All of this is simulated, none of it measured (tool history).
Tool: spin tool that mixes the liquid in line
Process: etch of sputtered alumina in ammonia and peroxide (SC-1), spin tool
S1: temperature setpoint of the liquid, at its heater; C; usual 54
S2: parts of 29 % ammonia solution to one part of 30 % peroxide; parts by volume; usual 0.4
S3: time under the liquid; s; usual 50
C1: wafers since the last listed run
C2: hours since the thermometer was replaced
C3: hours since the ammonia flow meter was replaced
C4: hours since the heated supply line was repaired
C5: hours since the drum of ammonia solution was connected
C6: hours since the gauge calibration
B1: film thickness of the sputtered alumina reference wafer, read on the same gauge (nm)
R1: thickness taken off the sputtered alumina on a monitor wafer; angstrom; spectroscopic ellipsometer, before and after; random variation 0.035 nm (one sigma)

Run 1, hour 0: usual settings but S1 48 C, S2 0.35 parts by volume, S3 60 s; C1 0; C2 213.6; C3 2170.3; C4 1576.4; C5 137; C6 112.1; B1 130.041. Result: R1 43.44 angstrom.
Run 2, hour 35.4: usual settings but S1 51 C, S2 0.5 parts by volume, S3 70 s; C1 598; C2 249; C3 2205.7; C4 1611.8; C5 172.4; C6 147.5; B1 130.035. Result: R1 62.09 angstrom.
Run 3, hour 57.5: usual settings but S2 0.6 parts by volume; C1 373; C2 271.1; C3 2227.8; C4 1633.9; C5 194.5; C6 169.6; B1 129.993. Result: R1 53.98 angstrom.
Run 4, hour 81.9: usual settings; C1 412; C2 295.5; C3 2252.2; C4 1658.3; C5 218.9; C6 194; B1 130.003. Result: R1 51.59 angstrom.
Run 5, hour 107.5: usual settings; C1 432; C2 321.1; C3 2277.8; C4 1683.9; C5 244.5; C6 219.6; B1 129.998. Result: R1 51.62 angstrom.
Run 6, hour 133.9: usual settings; C1 446; C2 347.5; C3 2304.2; C4 1710.3; C5 270.9; C6 246; B1 130.025. Result: R1 51.95 angstrom.
Run 7, hour 169.8: usual settings; C1 606; C2 383.4; C3 2340.1; C4 1746.2; C5 306.8; C6 281.9; B1 129.977. Result: R1 52.51 angstrom.
Run 8, hour 184.5: usual settings but S1 57 C, S2 0.5 parts by volume, S3 20 s; C1 248; C2 398.1; C3 2354.8; C4 1760.9; C5 321.5; C6 296.6; B1 130.015. Result: R1 24.93 angstrom.
Run 9, hour 218: usual settings; C1 566; C2 431.6; C3 2388.3; C4 1794.4; C5 355; C6 330.1; B1 130.017. Result: R1 52.43 angstrom.
Run 10, hour 236: usual settings but S1 48.5 C, S3 25 s; C1 304; C2 449.6; C3 2406.3; C4 1812.4; C5 373; C6 348.1; B1 130.042. Result: R1 19.19 angstrom.
Run 11, hour 251.7: usual settings; C1 265; C2 465.3; C3 2422; C4 1828.1; C5 388.7; C6 363.8; B1 130.005. Result: R1 51.74 angstrom.
Run 12, hour 270.3: usual settings but S3 35 s; C1 314; C2 483.9; C3 2440.6; C4 1846.7; C5 407.3; C6 382.4; B1 129.97. Result: R1 36.82 angstrom.
At hour 276.2: ammonia flow meter replaced.
At hour 301.1: new drum of ammonia solution connected.
Run 13, hour 301.9: usual settings but S1 59 C; C1 500; C2 515.5; C3 25.7; C4 1878.3; C5 0.8; C6 414; B1 130.005. Result: R1 67.98 angstrom.
Run 14, hour 364.4: usual settings but S1 50 C, S3 60 s; C1 1056; C2 578; C3 88.2; C4 1940.8; C5 63.3; C6 476.5; B1 129.996. Result: R1 50.51 angstrom.
At hour 383.5: heated supply line repaired.
Run 15, hour 387.5: usual settings but S1 57.5 C, S2 0.55 parts by volume; C1 373; C2 601.1; C3 111.3; C4 4; C5 86.4; C6 499.6; B1 130.017. Result: R1 64.99 angstrom.
Run 16, hour 403.2: usual settings but S1 50 C, S2 0.5 parts by volume, S3 80 s; C1 265; C2 616.8; C3 127; C4 19.7; C5 102.1; C6 515.3; B1 129.994. Result: R1 70.6 angstrom.
Run 17, hour 422.3: usual settings but S1 64 C, S3 20 s; C1 322; C2 635.9; C3 146.1; C4 38.8; C5 121.2; C6 534.4; B1 130.006. Result: R1 35.53 angstrom.
Run 18, hour 481.3: usual settings but S1 62.5 C, S2 0.6 parts by volume; C1 997; C2 694.9; C3 205.1; C4 97.8; C5 180.2; C6 593.4; B1 130. Result: R1 85.41 angstrom.
Run 19, hour 511.3: usual settings but S1 48.5 C, S2 0.5 parts by volume; C1 507; C2 724.9; C3 235.1; C4 127.8; C5 210.2; C6 623.4; B1 130.022. Result: R1 40.18 angstrom.
Run 20, hour 533.5: usual settings; C1 375; C2 747.1; C3 257.3; C4 150; C5 232.4; C6 645.6; B1 129.98. Result: R1 53.04 angstrom.
Run 21, hour 551.1: usual settings but S1 45.5 C, S3 60 s; C1 297; C2 764.7; C3 274.9; C4 167.6; C5 250; C6 663.2; B1 129.99. Result: R1 39.82 angstrom.
Run 22, hour 585: usual settings but S1 60.5 C, S2 0.3 parts by volume, S3 40 s; C1 573; C2 798.6; C3 308.8; C4 201.5; C5 283.9; C6 697.1; B1 130.02. Result: R1 59.08 angstrom.
Run 23, hour 603.3: usual settings but S2 0.55 parts by volume; C1 309; C2 816.9; C3 327.1; C4 219.8; C5 302.2; C6 715.4; B1 130.011. Result: R1 55.2 angstrom.
At hour 614: gauge calibrated.
Run 24, hour 638.2: usual settings but S1 44.5 C, S2 0.55 parts by volume, S3 70 s; C1 590; C2 851.8; C3 362; C4 254.7; C5 337.1; C6 24.2; B1 130.029. Result: R1 46.68 angstrom.

Hidden state at the last listed run before each entry between runs and at the first one after, where it differs:
Between runs 12 and 13: ammonia flow meter replaced (hour 276.2); new drum of ammonia solution connected (hour 301.1)
  liquid hotter than its thermometer reads (K): 0.704 -> 0.749
  measured less the result without the state, R1: +1.35 -> +2.58 angstrom
Between runs 14 and 15: heated supply line repaired (hour 383.5)
  liquid hotter than its thermometer reads (K): 0.84 -> 0.873
  measured less the result without the state, R1: +2.28 -> +2.88 angstrom
Between runs 23 and 24: gauge calibrated (hour 614)
  liquid hotter than its thermometer reads (K): 1.19 -> 1.24
  measured less the result without the state, R1: +3.4 -> +3.18 angstrom
